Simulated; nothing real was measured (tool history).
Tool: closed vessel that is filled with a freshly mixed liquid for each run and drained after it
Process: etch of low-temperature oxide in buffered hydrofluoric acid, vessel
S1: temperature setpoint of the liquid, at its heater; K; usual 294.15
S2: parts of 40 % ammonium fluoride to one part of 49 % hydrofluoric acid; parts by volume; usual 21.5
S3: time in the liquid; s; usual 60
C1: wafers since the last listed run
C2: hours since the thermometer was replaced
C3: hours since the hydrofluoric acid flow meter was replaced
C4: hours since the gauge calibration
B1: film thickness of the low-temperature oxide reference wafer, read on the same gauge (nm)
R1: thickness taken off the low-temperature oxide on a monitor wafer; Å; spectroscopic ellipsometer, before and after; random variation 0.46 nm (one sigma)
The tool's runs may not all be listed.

| run | hour | S1 | S2 | S3 | C1 | C2 | C3 | C4 | B1 | R1 |
|---|---|---|---|---|---|---|---|---|---|---|
| 1 | 0.0 | 294.15 | 21.5 | 60 | 0 | 1891.9 | 65.0 | 789.4 | 79.97 | 460.5 |
| 2 | 35.3 | 294.15 | 21.5 | 35 | 4880 | 1927.2 | 100.3 | 824.7 | 79.98 | 274.1 |
| 3 | 66.3 | 294.15 | 21.5 | 35 | 4285 | 1958.2 | 131.3 | 855.7 | 80.03 | 268.7 |
| 4 | 126.3 | 294.15 | 21.5 | 35 | 8295 | 2018.2 | 191.3 | 915.7 | 79.97 | 269.9 |
| 5 | 197.9 | 294.15 | 21.5 | 60 | 9898 | 2089.8 | 262.9 | 987.3 | 79.97 | 466.0 |
| 6 | 248.6 | 294.15 | 21.5 | 60 | 7009 | 2140.5 | 313.6 | 1038.0 | 80.02 | 452.3 |
| 7 | 313.2 | 294.15 | 21.5 | 60 | 8931 | 2205.1 | 378.2 | 1102.6 | 80.01 | 446.8 |
| 8 | 467.9 | 294.15 | 21.5 | 60 | 21387 | 2359.8 | 532.9 | 1257.3 | 80.02 | 446.3 |
| 9 | 528.2 | 294.15 | 21.5 | 60 | 8336 | 2420.1 | 593.2 | 1317.6 | 79.99 | 444.7 |
| 10 | 556.1 | 298.15 | 16.5 | 60 | 3857 | 2448.0 | 621.1 | 1345.5 | 80.01 | 672.2 |
| 11 | 593.6 | 294.15 | 16.5 | 60 | 5184 | 2485.5 | 658.6 | 1383.0 | 80.03 | 527.7 |
|  | 628.4 | thermometer replaced |
| 12 | 632.4 | 294.15 | 21.5 | 60 | 5225 | 4.0 | 697.4 | 1421.8 | 79.97 | 440.3 |
|  | 659.6 | hydrofluoric acid flow meter replaced |
| 13 | 660.0 | 294.15 | 21.5 | 40 | 3677 | 31.6 | 0.4 | 1449.4 | 80.00 | 316.8 |
| 14 | 703.5 | 294.15 | 21.5 | 60 | 6013 | 75.1 | 43.9 | 1492.9 | 80.02 | 477.3 |
| 15 | 732.5 | 294.15 | 21.5 | 60 | 4009 | 104.1 | 72.9 | 1521.9 | 79.98 | 474.9 |
| 16 | 791.9 | 294.15 | 21.5 | 60 | 8212 | 163.5 | 132.3 | 1581.3 | 79.99 | 469.8 |
| 17 | 836.9 | 292.15 | 18.0 | 80 | 6221 | 208.5 | 177.3 | 1626.3 | 79.99 | 640.5 |
|  | 845.8 | gauge calibrated |
| 18 | 868.9 | 291.15 | 21.5 | 40 | 4424 | 240.5 | 209.3 | 23.1 | 80.02 | 260.9 |
| 19 | 934.3 | 290.65 | 17.0 | 40 | 9041 | 305.9 | 274.7 | 88.5 | 80.01 | 310.8 |
| 20 | 987.8 | 296.65 | 15.5 | 75 | 7396 | 359.4 | 328.2 | 142.0 | 79.99 | 858.7 |
| 21 | 1177.1 | 291.15 | 13.5 | 60 | 26170 | 548.7 | 517.5 | 331.3 | 80.01 | 557.5 |
| 22 | 1227.8 | 296.15 | 24.5 | 60 | 7009 | 599.4 | 568.2 | 382.0 | 80.01 | 449.3 |
| 23 | 1268.0 | 299.15 | 18.5 | 60 | 5557 | 639.6 | 608.4 | 422.2 | 80.00 | 639.4 |
| 24 | 1307.7 | 296.65 | 13.0 | 90 | 5488 | 679.3 | 648.1 | 461.9 | 80.02 | 1145.9 |
|  | 1345.8 | hydrofluoric acid flow meter replaced |
| 25 | 1359.0 | 294.15 | 21.5 | 60 | 6954 | 730.6 | 13.2 | 513.2 | 79.98 | 469.3 |

Forecast each of these 5 alternatives for the next run:
| A | 1359.7 | 294.15 | 21.5 | 80 | 96 | 731.3 | 13.9 | 513.9 | ? | ? |
| B | 1359.7 | 290.15 | 29.5 | 35 | 96 | 731.3 | 13.9 | 513.9 | ? | ? |
| C | 1359.7 | 298.65 | 13.5 | 95 | 96 | 731.3 | 13.9 | 513.9 | ? | ? |
| D | 1359.7 | 294.15 | 21.5 | 95 | 96 | 731.3 | 13.9 | 513.9 | ? | ? |
| E | 1359.7 | 291.65 | 18.0 | 95 | 96 | 731.3 | 13.9 | 513.9 | ? | ? |

| run | B1 | R1 |
|---|---|---|
| A | 80.02 | 617.6 |
| B | 80.02 | 172.5 |
| C | 80.02 | 1441.2 |
| D | 80.02 | 733.4 |
| E | 80.02 | 736.9 |
Without the tool's hidden state the same runs would have given:
| run | R1 |
|---|---|
| A | 629.9 |
| B | 176.5 |
| C | 1482.2 |
| D | 748.0 |
| E | 758.1 |

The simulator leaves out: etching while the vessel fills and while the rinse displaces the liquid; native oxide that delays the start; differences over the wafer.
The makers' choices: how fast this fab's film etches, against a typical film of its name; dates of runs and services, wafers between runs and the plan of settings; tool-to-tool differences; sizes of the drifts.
